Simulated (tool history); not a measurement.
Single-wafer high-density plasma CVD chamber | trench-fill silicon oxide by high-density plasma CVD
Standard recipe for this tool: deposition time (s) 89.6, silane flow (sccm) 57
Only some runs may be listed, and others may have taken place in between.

run    hour  deposition time (s)  silane flow (sccm)  wafers since the last listed run  hours since the silane flow controller was replaced  hours since the gauge calibration  read-back reference wafer on the same gauge, thickness_nm  mean film thickness on the monitor wafer (angstrom)
  1       0                 89.6                  57                                 0                                               1941.7                              230.4                                                    454.463                                              5337.53
  2    65.2                 89.6                  57                               589                                               2006.9                              295.6                                                    452.716                                              5285.63
  3   132.3                 94.5                  57                               607                                                 2074                              362.7                                                    451.236                                              5595.51
  4     325                 94.5                  57                              1743                                               2266.7                              555.4                                                    448.609                                               5523.7
  5   392.8                 94.5                  57                               613                                               2334.5                              623.2                                                    447.995                                              5542.63
  6   471.8                 89.6                  57                               714                                               2413.5                              702.2                                                    447.777                                              5249.72
  7   556.3                 89.6                  57                               764                                                 2498                              786.7                                                    447.161                                              5204.81
  8   610.1                 75.7                  65                               486                                               2551.8                              840.5                                                    446.773                                               5009.8
  9   651.5                 97.7                  57                               374                                               2593.2                              881.9                                                    446.453                                              5667.24
 10   746.7                 97.7                  57                               861                                               2688.4                              977.1                                                    446.127                                              5719.91
 11   805.1                 89.6                  57                               528                                               2746.8                             1035.5                                                    445.921                                              5257.93
      811.2  -- gauge calibrated
 12   844.1                 89.6                  57                               352                                               2785.8                               32.9                                                     461.89                                              5420.77
 13   930.7                 89.6                  57                               783                                               2872.4                              119.5                                                    459.502                                              5391.96
 14   969.3                 89.6                  57                               349                                                 2911                              158.1                                                    457.648                                              5342.52
 15    1029                 75.6                  54                               540                                               2970.7                              217.8                                                     456.59                                              4307.71
 16  1118.7                 89.6                  57                               811                                               3060.4                              307.5                                                    454.581                                              5318.74
 17  1217.8                 73.4                  46                               896                                               3159.5                              406.6                                                    453.052                                              3500.14
 18  1262.6                  103                  50                               405                                               3204.3                              451.4                                                    452.333                                              5383.18
     1297.6  -- silane flow controller replaced
 19  1354.5                 72.7                  62                               759                                                 56.9                              543.3                                                    450.688                                              4633.45
 20    1637                 98.9                  67                              2555                                                339.4                              825.8                                                    448.256                                              6808.02
 21  1696.5                 89.6                  57                               538                                                398.9                              885.3                                                    448.878                                              5237.91
 22  1743.8                 98.2                  52                               427                                                446.2                              932.6                                                      448.3                                               5213.7
 23  1802.9                  104                  51                               534                                                505.3                              991.7                                                    448.045                                              5433.38
 24  1892.8                 82.6                  65                               813                                                595.2                             1081.6                                                    448.161                                              5506.88
 25  1970.2                 98.8                  50                               700                                                672.6                               1159                                                    447.603                                              5077.93
 26  2016.7                 89.6                  57                               420                                                719.1                             1205.5                                                    446.962                                              5248.91
     2027.4  -- gauge calibrated
 27  2126.4                 78.4                  51                               992                                                828.8                                 99                                                    458.789                                              4215.96

5 options for the next run, each taken on its own from the tool as it stands now. Forecast them:
  A  2126.8                 94.9                  57                                 3                                                829.2                               99.4                                                          ?                                                    ?
  B  2126.8                 84.6                  51                                 3                                                829.2                               99.4                                                          ?                                                    ?
  C  2126.8                 98.2                  57                                 3                                                829.2                               99.4                                                          ?                                                    ?
  D  2126.8                   97                  57                                 3                                                829.2                               99.4                                                          ?                                                    ?
  E  2126.8                 80.6                  57                                 3                                                829.2                               99.4                                                          ?                                                    ?

run  read-back reference wafer on the same gauge, thickness_nm  mean film thickness on the monitor wafer (angstrom)
  A                                                    458.453                                              5699.52
  B                                                    458.453                                              4546.09
  C                                                    458.453                                              5897.71
  D                                                    458.453                                              5825.64
  E                                                    458.453                                              4840.69
Without the tool's hidden state the same runs would have given:
run  mean film thickness on the monitor wafer (angstrom)
  A                                              5743.65
  B                                              4581.29
  C                                              5943.38
  D                                              5870.75
  E                                              4878.17

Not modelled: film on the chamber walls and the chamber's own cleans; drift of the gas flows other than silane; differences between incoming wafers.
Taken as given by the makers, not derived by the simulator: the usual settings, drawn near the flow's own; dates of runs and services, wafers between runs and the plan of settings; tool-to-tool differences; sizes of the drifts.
